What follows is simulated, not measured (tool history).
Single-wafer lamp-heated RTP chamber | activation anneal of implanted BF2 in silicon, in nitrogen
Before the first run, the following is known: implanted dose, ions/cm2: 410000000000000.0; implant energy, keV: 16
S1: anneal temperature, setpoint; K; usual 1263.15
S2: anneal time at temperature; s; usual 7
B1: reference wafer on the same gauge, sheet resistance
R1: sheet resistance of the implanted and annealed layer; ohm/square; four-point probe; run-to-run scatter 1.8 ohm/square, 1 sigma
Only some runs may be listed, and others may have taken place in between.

run	hour	S1	S2	B1	R1
1	0	1263.15	7	338.01	322.42
# hour 17.2: reflector plate cleaned
2	17.7	1263.15	7	337.7	327.66
3	24.5	1263.15	7	337.63	326.17
4	41.3	1263.15	7	338.08	327.95
5	52.7	1263.15	5	337.72	328.02
6	62.7	1263.15	5	338	333.52
# hour 76.9: pyrometer window cleaned and pyrometer calibrated
7	77.4	1263.15	5	337.66	331.23
8	83	1263.15	7	337.59	324.48
9	92.3	1254.15	5	337.58	342.34
10	100.2	1263.15	7	338.3	326.3
11	113.9	1263.15	7	337.49	325.63
12	128.7	1263.15	7	338.61	322.94
13	140.1	1263.15	7	338.17	327.4
14	149	1263.15	7	338.03	327.11
# hour 159: pyrometer window cleaned and pyrometer calibrated
15	161.7	1263.15	10	337.8	317.75
16	169.2	1263.15	8	338.03	323.66
# hour 184.2: gauge calibrated
17	185.9	1255.15	7	338.02	336.11
18	200.7	1263.15	4	338.7	332.28
19	206.9	1242.15	9	338.26	346.92

Expected results for the next run?
20	216	1250.15	9	?	?

{"run 20": {"B1": 337.92, "R1": 337.85}}
If the tool had no hidden condition, the same run with the same run-to-run variation would have returned R1 337.85 ohm/square.
